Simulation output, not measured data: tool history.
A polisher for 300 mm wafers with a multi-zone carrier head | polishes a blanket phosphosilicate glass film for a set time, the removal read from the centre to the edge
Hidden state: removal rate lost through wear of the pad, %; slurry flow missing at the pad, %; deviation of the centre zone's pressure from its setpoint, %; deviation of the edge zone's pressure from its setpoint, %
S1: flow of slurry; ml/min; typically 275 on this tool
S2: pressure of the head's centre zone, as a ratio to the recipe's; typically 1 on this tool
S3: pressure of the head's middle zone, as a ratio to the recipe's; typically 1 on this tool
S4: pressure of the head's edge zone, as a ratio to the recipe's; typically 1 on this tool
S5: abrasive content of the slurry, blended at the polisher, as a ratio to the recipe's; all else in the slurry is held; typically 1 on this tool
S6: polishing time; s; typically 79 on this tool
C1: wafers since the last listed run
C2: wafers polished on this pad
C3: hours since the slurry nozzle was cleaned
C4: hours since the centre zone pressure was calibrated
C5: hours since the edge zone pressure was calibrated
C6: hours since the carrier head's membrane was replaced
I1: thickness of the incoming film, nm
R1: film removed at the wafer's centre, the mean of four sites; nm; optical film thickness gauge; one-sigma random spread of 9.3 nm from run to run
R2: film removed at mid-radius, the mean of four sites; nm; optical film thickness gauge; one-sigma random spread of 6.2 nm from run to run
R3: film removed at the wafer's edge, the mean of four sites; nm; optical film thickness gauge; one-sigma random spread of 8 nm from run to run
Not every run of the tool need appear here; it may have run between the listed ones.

{"run": 1, "hour": 0.0, "S1": 275, "S2": 1, "S3": 1, "S4": 1, "S5": 1, "S6": 79, "C1": 0, "C2": 67, "C3": 608.8, "C4": 335.9, "C5": 528.2, "C6": 8, "I1": 3964.5, "R1": 618.6, "R2": 625.5, "R3": 631.8}
{"run": 2, "hour": 72.3, "S1": 275, "S2": 1, "S3": 1, "S4": 1, "S5": 1, "S6": 79, "C1": 606, "C2": 674, "C3": 681.1, "C4": 408.2, "C5": 600.5, "C6": 80.3, "I1": 3885.7, "R1": 602.9, "R2": 620.4, "R3": 622.2}
{"hour": 114.3, "done": "slurry nozzle cleaned"}
{"run": 3, "hour": 163.2, "S1": 275, "S2": 0.96, "S3": 1.06, "S4": 1, "S5": 1, "S6": 79, "C1": 754, "C2": 1429, "C3": 48.9, "C4": 499.1, "C5": 691.4, "C6": 171.2, "I1": 3925.4, "R1": 610.5, "R2": 686.5, "R3": 645.5}
{"run": 4, "hour": 248.8, "S1": 275, "S2": 1.11, "S3": 0.94, "S4": 0.9, "S5": 0.8, "S6": 79, "C1": 718, "C2": 2147, "C3": 134.5, "C4": 584.7, "C5": 777, "C6": 256.8, "I1": 3919.1, "R1": 627.2, "R2": 548.8, "R3": 534}
{"run": 5, "hour": 320.6, "S1": 275, "S2": 1, "S3": 1, "S4": 1, "S5": 1, "S6": 79, "C1": 602, "C2": 2750, "C3": 206.3, "C4": 656.5, "C5": 848.8, "C6": 328.6, "I1": 3900.9, "R1": 619.4, "R2": 645.2, "R3": 651.7}
{"run": 6, "hour": 390.5, "S1": 275, "S2": 1, "S3": 1, "S4": 1, "S5": 1.15, "S6": 72, "C1": 586, "C2": 3337, "C3": 276.2, "C4": 726.4, "C5": 918.7, "C6": 398.5, "I1": 3902.4, "R1": 623.8, "R2": 625.1, "R3": 626.7}
{"hour": 416.0, "done": "centre zone pressure recalibrated"}
{"run": 7, "hour": 493.3, "S1": 275, "S2": 1, "S3": 1, "S4": 1, "S5": 1, "S6": 79, "C1": 846, "C2": 4183, "C3": 379, "C4": 77.3, "C5": 1021.5, "C6": 501.3, "I1": 3923.6, "R1": 631.8, "R2": 650.5, "R3": 645.4}
{"hour": 521.1, "done": "edge zone pressure recalibrated"}
{"run": 8, "hour": 581.8, "S1": 275, "S2": 1, "S3": 1, "S4": 1, "S5": 1.1, "S6": 79, "C1": 726, "C2": 4909, "C3": 467.5, "C4": 165.8, "C5": 60.7, "C6": 589.8, "I1": 3953.1, "R1": 656.5, "R2": 674.9, "R3": 672.3}
{"run": 9, "hour": 658.2, "S1": 275, "S2": 1, "S3": 1, "S4": 1, "S5": 1, "S6": 79, "C1": 641, "C2": 5551, "C3": 543.9, "C4": 242.2, "C5": 137.1, "C6": 666.2, "I1": 3906, "R1": 622.2, "R2": 637.1, "R3": 636.3}
{"hour": 680.9, "done": "worn pad replaced by a new one"}
{"hour": 725.5, "done": "carrier head's membrane replaced by a new one"}
{"hour": 850.7, "done": "slurry nozzle cleaned"}
{"run": 10, "hour": 957.5, "S1": 275, "S2": 1, "S3": 1, "S4": 1, "S5": 1, "S6": 79, "C1": 2428, "C2": 2272, "C3": 106.8, "C4": 541.5, "C5": 436.4, "C6": 232, "I1": 3838.4, "R1": 629.7, "R2": 650.3, "R3": 634.8}
{"run": 11, "hour": 999.8, "S1": 245, "S2": 1, "S3": 0.95, "S4": 1.05, "S5": 1, "S6": 89, "C1": 355, "C2": 2627, "C3": 149.1, "C4": 583.8, "C5": 478.7, "C6": 274.3, "I1": 3925.7, "R1": 704.6, "R2": 689.4, "R3": 741.4}
{"run": 12, "hour": 1043.2, "S1": 275, "S2": 1, "S3": 1, "S4": 1, "S5": 1, "S6": 79, "C1": 364, "C2": 2991, "C3": 192.5, "C4": 627.2, "C5": 522.1, "C6": 317.7, "I1": 3890.7, "R1": 629.4, "R2": 646.5, "R3": 643.1}
{"run": 13, "hour": 1085.4, "S1": 195, "S2": 0.92, "S3": 1, "S4": 1, "S5": 1, "S6": 98, "C1": 354, "C2": 3345, "C3": 234.7, "C4": 669.4, "C5": 564.3, "C6": 359.9, "I1": 3945.1, "R1": 686.3, "R2": 766.5, "R3": 774}
{"run": 14, "hour": 1171.7, "S1": 275, "S2": 1, "S3": 1, "S4": 1, "S5": 1.1, "S6": 58, "C1": 724, "C2": 4070, "C3": 321, "C4": 755.7, "C5": 650.6, "C6": 446.2, "I1": 3915.6, "R1": 477, "R2": 500.1, "R3": 493.1}
{"hour": 1182.3, "done": "centre zone pressure recalibrated"}
{"run": 15, "hour": 1253.9, "S1": 275, "S2": 1, "S3": 1, "S4": 1.04, "S5": 1, "S6": 79, "C1": 673, "C2": 4743, "C3": 403.2, "C4": 71.6, "C5": 732.8, "C6": 528.4, "I1": 3855.8, "R1": 632.3, "R2": 638.7, "R3": 652.6}
{"hour": 1337.0, "done": "worn pad replaced by a new one"}
{"run": 16, "hour": 1348.3, "S1": 275, "S2": 0.9, "S3": 1, "S4": 1, "S5": 1, "S6": 79, "C1": 758, "C2": 94, "C3": 497.6, "C4": 166, "C5": 827.2, "C6": 622.8, "I1": 3883.5, "R1": 557.8, "R2": 638, "R3": 649.8}
{"hour": 1437.9, "done": "carrier head's membrane replaced by a new one"}
{"run": 17, "hour": 1446.1, "S1": 275, "S2": 1, "S3": 1, "S4": 1, "S5": 0.85, "S6": 79, "C1": 779, "C2": 873, "C3": 595.4, "C4": 263.8, "C5": 925, "C6": 8.2, "I1": 3943.8, "R1": 569.3, "R2": 584.1, "R3": 579}
{"run": 18, "hour": 1548.7, "S1": 310, "S2": 1, "S3": 1, "S4": 1, "S5": 1, "S6": 79, "C1": 861, "C2": 1735, "C3": 698, "C4": 366.4, "C5": 1027.6, "C6": 110.8, "I1": 3922.2, "R1": 614.4, "R2": 624, "R3": 625.2}
{"run": 19, "hour": 1592.9, "S1": 275, "S2": 1, "S3": 1, "S4": 1, "S5": 1, "S6": 79, "C1": 371, "C2": 2106, "C3": 742.2, "C4": 410.6, "C5": 1071.8, "C6": 155, "I1": 3949, "R1": 586.8, "R2": 614, "R3": 631}
{"hour": 1597.0, "done": "slurry nozzle cleaned"}
{"run": 20, "hour": 1693.3, "S1": 235, "S2": 1, "S3": 1, "S4": 0.92, "S5": 1, "S6": 79, "C1": 834, "C2": 2940, "C3": 96.3, "C4": 511, "C5": 1172.2, "C6": 255.4, "I1": 3946.7, "R1": 617, "R2": 635.4, "R3": 616.4}
{"run": 21, "hour": 1751.6, "S1": 275, "S2": 1, "S3": 1, "S4": 1, "S5": 1, "S6": 79, "C1": 489, "C2": 3430, "C3": 154.6, "C4": 569.3, "C5": 1230.5, "C6": 313.7, "I1": 3917.5, "R1": 640.7, "R2": 651.5, "R3": 656.5}
{"hour": 1814.9, "done": "edge zone pressure recalibrated"}
{"run": 22, "hour": 1824.0, "S1": 275, "S2": 1, "S3": 0.89, "S4": 1, "S5": 1.3, "S6": 79, "C1": 591, "C2": 4021, "C3": 227, "C4": 641.7, "C5": 9.1, "C6": 386.1, "I1": 3923.4, "R1": 697.4, "R2": 668.3, "R3": 741.9}

Below are 3 alternative next runs, each starting from the tool's condition after run 22. Predict each:
{"run": "A", "hour": 1824.4, "S1": 275, "S2": 1, "S3": 1, "S4": 1.11, "S5": 1, "S6": 79, "C1": 3, "C2": 4024, "C3": 227.4, "C4": 642.1, "C5": 9.5, "C6": 386.5, "I1": 3881, "R1": "?", "R2": "?", "R3": "?"}
{"run": "B", "hour": 1824.4, "S1": 275, "S2": 1.04, "S3": 1, "S4": 1, "S5": 1, "S6": 79, "C1": 3, "C2": 4024, "C3": 227.4, "C4": 642.1, "C5": 9.5, "C6": 386.5, "I1": 3881, "R1": "?", "R2": "?", "R3": "?"}
{"run": "C", "hour": 1824.4, "S1": 335, "S2": 1.03, "S3": 1, "S4": 1, "S5": 0.85, "S6": 93, "C1": 3, "C2": 4024, "C3": 227.4, "C4": 642.1, "C5": 9.5, "C6": 386.5, "I1": 3881, "R1": "?", "R2": "?", "R3": "?"}

run=A R1=624.1 R2=660.6 R3=676
run=B R1=649.2 R2=660.6 R3=641.9
run=C R1=709.9 R2=727.7 R3=703.5
With no hidden state in the tool, these same runs would have given:
run=A R1=628.3 R2=664.7 R3=679.1
run=B R1=653.6 R2=664.6 R3=644.9
run=C R1=713.8 R2=731.3 R3=706.1
